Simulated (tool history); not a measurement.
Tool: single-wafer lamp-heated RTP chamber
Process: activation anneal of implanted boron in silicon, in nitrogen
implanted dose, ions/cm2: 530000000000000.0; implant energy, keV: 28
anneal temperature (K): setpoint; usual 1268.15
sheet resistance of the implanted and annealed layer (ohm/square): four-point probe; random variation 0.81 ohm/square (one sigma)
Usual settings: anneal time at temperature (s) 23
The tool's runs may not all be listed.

run,hour,anneal temperature (K),anneal time at temperature (s),wafers since the last listed run,wafers since the last pyrometer calibration,wafers since the reflector plate was cleaned,hours since the gauge calibration,"read-back reference wafer on the same gauge, sheet resistance",sheet resistance of the implanted and annealed layer (ohm/square)
1,0,1251.15,31,0,788,1199,344.7,178.97,197.64
2,16.8,1251.15,31,293,1082,1493,361.5,179.31,197.08
3,44.5,1268.15,23,483,1566,1977,389.2,179.24,187.87
# hour 65: pyrometer window cleaned and pyrometer calibrated
4,68.1,1268.15,17,272,53,2249,412.8,179.09,190.64
# hour 90.8: gauge calibrated
5,103.7,1268.15,17,621,675,2871,12.9,179,190.95
6,138.1,1268.15,17,600,1276,3472,47.3,179.05,188.32
7,166.3,1268.15,23,492,1769,3965,75.5,178.94,186.56
# hour 194.8: pyrometer window cleaned and pyrometer calibrated
8,201.5,1268.15,23,475,117,4440,110.7,179.06,184.61
9,217.5,1268.15,29,279,396,4720,126.7,179.18,185.1
10,248.9,1279.15,23,548,945,5268,158.1,178.85,181.33
11,277.2,1268.15,23,494,1439,5762,186.4,179.11,184.97
# hour 307.1: pyrometer window cleaned and pyrometer calibrated, repeated, since the last time left the tool worse
12,310.4,1253.15,16,440,58,6203,219.6,178.95,201.09

Run 13 comes next. What will it give?
13,388,1268.15,11,1355,1413,7558,297.2,?,?

{"run 13": {"read-back reference wafer on the same gauge, sheet resistance": 179.08, "sheet resistance of the implanted and annealed layer (ohm/square)": 191.12}}
Without the tool's hidden state the same run would have given sheet resistance of the implanted and annealed layer (ohm/square) 192.98.
